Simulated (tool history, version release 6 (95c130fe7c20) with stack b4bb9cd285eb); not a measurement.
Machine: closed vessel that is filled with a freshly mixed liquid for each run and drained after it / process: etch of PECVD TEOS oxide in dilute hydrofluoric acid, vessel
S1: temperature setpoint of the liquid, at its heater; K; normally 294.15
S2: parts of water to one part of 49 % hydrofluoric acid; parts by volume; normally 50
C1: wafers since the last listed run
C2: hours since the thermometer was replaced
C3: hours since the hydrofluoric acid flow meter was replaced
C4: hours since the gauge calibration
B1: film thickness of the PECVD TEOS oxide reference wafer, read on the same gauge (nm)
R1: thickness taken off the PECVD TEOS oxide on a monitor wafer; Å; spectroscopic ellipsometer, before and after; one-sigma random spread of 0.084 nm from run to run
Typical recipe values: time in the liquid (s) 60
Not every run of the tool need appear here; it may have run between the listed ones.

Run 1, hour 0.0: usual settings but S1 290.65 K; C1 0; C2 714.3; C3 1.6; C4 928.0; B1 79.97. Result: R1 99.6 Å.
At hour 43.8: gauge calibrated.
Run 2, hour 48.4: usual settings but S1 290.65 K; C1 4597; C2 762.7; C3 50.0; C4 4.6; B1 79.97. Result: R1 99.4 Å.
Run 3, hour 92.4: usual settings but S1 290.65 K; C1 4179; C2 806.7; C3 94.0; C4 48.6; B1 80.00. Result: R1 100.2 Å.
Run 4, hour 144.2: usual settings; C1 4920; C2 858.5; C3 145.8; C4 100.4; B1 80.05. Result: R1 116.6 Å.
Run 5, hour 205.0: usual settings; C1 5775; C2 919.3; C3 206.6; C4 161.2; B1 79.99. Result: R1 114.9 Å.
Run 6, hour 249.8: usual settings; C1 4255; C2 964.1; C3 251.4; C4 206.0; B1 79.99. Result: R1 114.7 Å.
Run 7, hour 307.2: usual settings; C1 5452; C2 1021.5; C3 308.8; C4 263.4; B1 79.98. Result: R1 115.1 Å.
Run 8, hour 359.5: usual settings; C1 4968; C2 1073.8; C3 361.1; C4 315.7; B1 79.99. Result: R1 116.1 Å.
Run 9, hour 388.2: usual settings; C1 2726; C2 1102.5; C3 389.8; C4 344.4; B1 80.00. Result: R1 114.4 Å.
Run 10, hour 455.9: usual settings but time in the liquid (s) 65; C1 6431; C2 1170.2; C3 457.5; C4 412.1; B1 79.99. Result: R1 122.5 Å.
Run 11, hour 485.2: usual settings but time in the liquid (s) 65; C1 2783; C2 1199.5; C3 486.8; C4 441.4; B1 80.00. Result: R1 122.1 Å.
At hour 541.6: thermometer replaced.
Run 12, hour 640.4: usual settings but S1 297.15 K; C1 14648; C2 98.8; C3 642.0; C4 596.6; B1 80.02. Result: R1 133.9 Å.
Run 13, hour 709.7: usual settings; C1 6583; C2 168.1; C3 711.3; C4 665.9; B1 79.99. Result: R1 117.7 Å.
Run 14, hour 753.3: usual settings; C1 4141; C2 211.7; C3 754.9; C4 709.5; B1 79.99. Result: R1 117.6 Å.
Run 15, hour 798.8: usual settings; C1 4322; C2 257.2; C3 800.4; C4 755.0; B1 80.04. Result: R1 118.5 Å.
At hour 865.1: hydrofluoric acid flow meter replaced.
Run 16, hour 870.8: usual settings but S1 290.15 K, S2 30 parts by volume, time in the liquid (s) 95; C1 6744; C2 329.2; C3 5.7; C4 827.0; B1 80.00. Result: R1 270.1 Å.
Run 17, hour 905.9: usual settings but S1 290.15 K; C1 3334; C2 364.3; C3 40.8; C4 862.1; B1 80.04. Result: R1 99.6 Å.
At hour 935.8: gauge calibrated.
Run 18, hour 955.1: usual settings but S1 298.65 K, time in the liquid (s) 80; C1 4673; C2 413.5; C3 90.0; C4 19.3; B1 80.05. Result: R1 189.3 Å.
Run 19, hour 1021.6: usual settings but S1 297.65 K, S2 60 parts by volume, time in the liquid (s) 75; C1 6317; C2 480.0; C3 156.5; C4 85.8; B1 79.99. Result: R1 138.9 Å.
Run 20, hour 1051.7: usual settings; C1 2859; C2 510.1; C3 186.6; C4 115.9; B1 80.01. Result: R1 116.0 Å.
Run 21, hour 1080.3: usual settings but S1 298.65 K, S2 30 parts by volume; C1 2716; C2 538.7; C3 215.2; C4 144.5; B1 80.01. Result: R1 241.5 Å.
Run 22, hour 1147.3: usual settings but S2 65 parts by volume, time in the liquid (s) 30; C1 6364; C2 605.7; C3 282.2; C4 211.5; B1 79.99. Result: R1 44.0 Å.
Run 23, hour 1190.2: usual settings but S1 296.15 K, S2 25 parts by volume, time in the liquid (s) 45; C1 4075; C2 648.6; C3 325.1; C4 254.4; B1 80.03. Result: R1 194.9 Å.
Run 24, hour 1249.6: usual settings but S1 295.65 K, S2 35 parts by volume, time in the liquid (s) 95; C1 5642; C2 708.0; C3 384.5; C4 313.8; B1 79.99. Result: R1 283.6 Å.
Run 25, hour 1277.9: usual settings but S1 299.15 K, S2 30 parts by volume, time in the liquid (s) 75; C1 2688; C2 736.3; C3 412.8; C4 342.1; B1 79.98. Result: R1 307.0 Å.
Run 26, hour 1302.5: usual settings but S2 30 parts by volume; C1 2336; C2 760.9; C3 437.4; C4 366.7; B1 80.03. Result: R1 195.9 Å.
Run 27, hour 1326.9: usual settings but time in the liquid (s) 80; C1 2317; C2 785.3; C3 461.8; C4 391.1; B1 80.01. Result: R1 153.3 Å.
Run 28, hour 1389.0: usual settings but S1 290.65 K, S2 55 parts by volume, time in the liquid (s) 35; C1 5899; C2 847.4; C3 523.9; C4 453.2; B1 80.01. Result: R1 52.0 Å.

Below are 4 alternative next runs, each starting from the tool's condition after run 28. Predict each:
Run A, hour 1389.7: usual settings; C1 66; C2 848.1; C3 524.6; C4 453.9; B1 ?. Result: R1 ?.
Run B, hour 1389.7: usual settings but time in the liquid (s) 40; C1 66; C2 848.1; C3 524.6; C4 453.9; B1 ?. Result: R1 ?.
Run C, hour 1389.7: usual settings but S2 35 parts by volume; C1 66; C2 848.1; C3 524.6; C4 453.9; B1 ?. Result: R1 ?.
Run D, hour 1389.7: usual settings but S1 291.65 K, S2 65 parts by volume, time in the liquid (s) 30; C1 66; C2 848.1; C3 524.6; C4 453.9; B1 ?. Result: R1 ?.

run     B1     R1
  A  80.00  115.1
  B  80.00   76.7
  C  80.00  167.4
  D  80.00   39.1
Take away the tool's hidden state, keep each run's random variation, and the runs would have read:
run     R1
  A  121.2
  B   80.8
  C  176.4
  D   41.2
